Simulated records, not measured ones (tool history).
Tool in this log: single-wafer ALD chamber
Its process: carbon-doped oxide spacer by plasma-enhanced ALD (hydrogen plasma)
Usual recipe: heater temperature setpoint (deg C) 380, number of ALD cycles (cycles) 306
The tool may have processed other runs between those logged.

run   hour  heater temperature setpoint (deg C)  number of ALD cycles (cycles)  read-back reference wafer on the same gauge, thickness_nm  mean film thickness on the monitor wafer (nm)
  1      0                                  380                            306                                                     14.831                                         15.192
  2     10                                  380                            306                                                      14.84                                          15.21
  3   18.6                                  380                            306                                                     14.817                                         15.126
  4   27.5                                  380                            306                                                     14.816                                         15.219
  5   55.7                                  380                            306                                                     14.795                                         15.173
  6    104                                  380                            306                                                     14.767                                         15.166
  7  136.3                                  380                            306                                                     14.764                                         15.157
  8  153.3                                  380                            306                                                     14.749                                         15.103
  9  165.7                                  377                            277                                                     14.725                                         13.719
 10  172.6                                  377                            277                                                     14.736                                         13.688
 11  183.7                                  380                            306                                                     14.729                                         15.114
 12  195.4                                  380                            306                                                     14.709                                         15.127
 13  211.2                                  380                            306                                                     14.714                                         15.166
 14  224.8                                  380                            306                                                     14.707                                         15.071
 15  234.1                                  380                            306                                                     14.684                                         15.047
 16  248.7                                  380                            306                                                     14.685                                         15.057
 17  258.6                                  388                            306                                                     14.664                                         15.084
 18  266.9                                  388                            306                                                     14.664                                         15.095
 19  274.8                                  380                            324                                                     14.662                                         15.978
 20    282                                  380                            324                                                     14.672                                         15.879
     294.4  -- thermocouple changed; heater temperature recalibrated
 21  294.9                                  380                            324                                                     14.657                                         15.852
 22  299.2                                  380                            272                                                     14.645                                         13.393
 23  312.2                                  394                            306                                                     14.645                                         14.968
 24  324.7                                  377                            277                                                     14.634                                         13.602
 25  336.9                                  380                            282                                                     14.627                                         13.831
 26    345                                  380                            306                                                     14.633                                         14.998
 27  351.1                                  380                            306                                                     14.627                                         15.031

Estimate the outcome of run 28 from the log above:
 28  388.2                                  391                            338                                                          ?                                              ?

Run 28 came out at read-back reference wafer on the same gauge, thickness_nm 14.605, mean film thickness on the monitor wafer (nm) 16.502.
Without the tool's hidden state the same run would have given mean film thickness on the monitor wafer (nm) 16.951.
